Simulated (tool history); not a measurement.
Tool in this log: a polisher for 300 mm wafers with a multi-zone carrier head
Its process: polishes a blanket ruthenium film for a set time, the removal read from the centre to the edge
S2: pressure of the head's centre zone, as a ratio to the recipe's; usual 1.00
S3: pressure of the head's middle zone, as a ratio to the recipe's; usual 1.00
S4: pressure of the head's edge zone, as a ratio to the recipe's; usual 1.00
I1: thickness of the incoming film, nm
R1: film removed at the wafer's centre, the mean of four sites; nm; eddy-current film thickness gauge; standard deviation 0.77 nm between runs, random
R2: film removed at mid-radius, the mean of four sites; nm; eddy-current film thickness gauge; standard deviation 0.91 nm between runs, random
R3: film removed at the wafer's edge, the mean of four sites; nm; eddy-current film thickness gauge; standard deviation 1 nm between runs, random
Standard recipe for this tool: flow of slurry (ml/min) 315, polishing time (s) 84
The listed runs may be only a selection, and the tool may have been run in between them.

run 1 hour=0.0 | flow_of_slurry_(ml/min)=250 S2=1.06 S3=1.00 S4=1.10 polishing_time_(s)=105 | I1=360.7 | R1=115.2 R2=107.8 R3=109.9
-- hour=20.1 slurry nozzle cleaned
run 2 hour=85.3 | flow_of_slurry_(ml/min)=315 S2=1.00 S3=1.00 S4=1.00 polishing_time_(s)=84 | I1=366.4 | R1=90.6 R2=89.4 R3=87.5
run 3 hour=136.8 | flow_of_slurry_(ml/min)=315 S2=1.00 S3=1.00 S4=1.00 polishing_time_(s)=84 | I1=357.8 | R1=90.3 R2=90.6 R3=87.5
run 4 hour=200.3 | flow_of_slurry_(ml/min)=275 S2=1.12 S3=1.00 S4=1.09 polishing_time_(s)=76 | I1=364.9 | R1=90.4 R2=79.9 R3=82.0
-- hour=222.2 edge zone pressure recalibrated
run 5 hour=294.7 | flow_of_slurry_(ml/min)=315 S2=1.00 S3=1.00 S4=1.00 polishing_time_(s)=56 | I1=362.4 | R1=61.2 R2=60.7 R3=58.8
run 6 hour=380.1 | flow_of_slurry_(ml/min)=315 S2=0.90 S3=1.00 S4=1.00 polishing_time_(s)=113 | I1=363.4 | R1=111.6 R2=123.3 R3=117.0
-- hour=441.6 carrier head's membrane replaced by a new one
run 7 hour=455.4 | flow_of_slurry_(ml/min)=315 S2=1.00 S3=1.00 S4=1.00 polishing_time_(s)=84 | I1=356.7 | R1=91.7 R2=89.5 R3=86.4
-- hour=489.3 worn pad replaced by a new one
run 8 hour=499.9 | flow_of_slurry_(ml/min)=315 S2=0.96 S3=1.00 S4=1.04 polishing_time_(s)=70 | I1=362.4 | R1=73.5 R2=75.9 R3=74.1
run 9 hour=542.2 | flow_of_slurry_(ml/min)=315 S2=0.93 S3=1.00 S4=1.00 polishing_time_(s)=84 | I1=363.2 | R1=85.1 R2=90.2 R3=87.7
run 10 hour=637.4 | flow_of_slurry_(ml/min)=315 S2=1.00 S3=1.00 S4=1.00 polishing_time_(s)=73 | I1=357.3 | R1=81.7 R2=77.8 R3=74.8
-- hour=688.7 slurry nozzle cleaned
run 11 hour=705.4 | flow_of_slurry_(ml/min)=315 S2=1.00 S3=1.00 S4=0.88 polishing_time_(s)=107 | I1=359.4 | R1=119.6 R2=115.0 R3=109.1
run 12 hour=774.4 | flow_of_slurry_(ml/min)=315 S2=1.00 S3=1.00 S4=1.00 polishing_time_(s)=84 | I1=360.1 | R1=94.8 R2=89.0 R3=85.9
-- hour=800.2 edge zone pressure recalibrated
-- hour=865.8 centre zone pressure recalibrated
run 13 hour=881.7 | flow_of_slurry_(ml/min)=315 S2=1.00 S3=1.00 S4=1.00 polishing_time_(s)=72 | I1=354.6 | R1=73.5 R2=75.4 R3=75.1
run 14 hour=971.6 | flow_of_slurry_(ml/min)=270 S2=1.00 S3=1.00 S4=1.00 polishing_time_(s)=84 | I1=359.5 | R1=85.6 R2=88.3 R3=86.4
run 15 hour=1067.4 | flow_of_slurry_(ml/min)=315 S2=1.11 S3=1.08 S4=0.93 polishing_time_(s)=97 | I1=361.6 | R1=111.9 R2=108.3 R3=98.7
-- hour=1088.4 worn pad replaced by a new one
run 16 hour=1122.9 | flow_of_slurry_(ml/min)=205 S2=1.00 S3=0.89 S4=1.00 polishing_time_(s)=84 | I1=365.9 | R1=81.9 R2=80.0 R3=84.3
run 17 hour=1163.8 | flow_of_slurry_(ml/min)=315 S2=1.00 S3=1.00 S4=1.00 polishing_time_(s)=84 | I1=358.3 | R1=86.4 R2=89.9 R3=88.6
-- hour=1234.7 slurry nozzle cleaned
run 18 hour=1246.2 | flow_of_slurry_(ml/min)=260 S2=0.90 S3=1.00 S4=1.00 polishing_time_(s)=84 | I1=365.0 | R1=75.7 R2=89.2 R3=83.7
run 19 hour=1344.3 | flow_of_slurry_(ml/min)=315 S2=1.03 S3=1.00 S4=1.10 polishing_time_(s)=84 | I1=360.7 | R1=90.2 R2=90.2 R3=90.7
run 20 hour=1437.6 | flow_of_slurry_(ml/min)=315 S2=1.00 S3=0.90 S4=1.00 polishing_time_(s)=84 | I1=353.5 | R1=87.4 R2=85.9 R3=88.7
-- hour=1471.0 edge zone pressure recalibrated
run 21 hour=1527.8 | flow_of_slurry_(ml/min)=315 S2=1.00 S3=1.00 S4=1.06 polishing_time_(s)=84 | I1=363.3 | R1=88.4 R2=89.3 R3=88.9

What if the next run were any one of these 5? Each begins from the tool's condition after run 21:
run A hour=1528.3 | flow_of_slurry_(ml/min)=315 S2=1.00 S3=1.00 S4=0.94 polishing_time_(s)=84 | I1=359.8 | R1=? R2=? R3=?
run B hour=1528.3 | flow_of_slurry_(ml/min)=265 S2=1.05 S3=0.91 S4=1.09 polishing_time_(s)=84 | I1=359.8 | R1=? R2=? R3=?
run C hour=1528.3 | flow_of_slurry_(ml/min)=315 S2=1.00 S3=1.00 S4=0.88 polishing_time_(s)=84 | I1=359.8 | R1=? R2=? R3=?
run D hour=1528.3 | flow_of_slurry_(ml/min)=315 S2=1.00 S3=1.11 S4=1.00 polishing_time_(s)=84 | I1=359.8 | R1=? R2=? R3=?
run E hour=1528.3 | flow_of_slurry_(ml/min)=315 S2=1.00 S3=1.00 S4=1.07 polishing_time_(s)=84 | I1=359.8 | R1=? R2=? R3=?

run=A R1=89.0 R2=90.9 R3=85.8
run=B R1=91.5 R2=85.1 R3=89.3
run=C R1=89.0 R2=90.9 R3=84.0
run=D R1=89.0 R2=96.1 R3=87.6
run=E R1=89.0 R2=90.9 R3=89.8
Take away the tool's hidden state, keep each run's random variation, and the runs would have read:
run=A R1=88.7 R2=90.9 R3=85.8
run=B R1=91.2 R2=85.1 R3=89.3
run=C R1=88.7 R2=90.9 R3=84.0
run=D R1=88.7 R2=96.1 R3=87.6
run=E R1=88.7 R2=90.9 R3=89.8
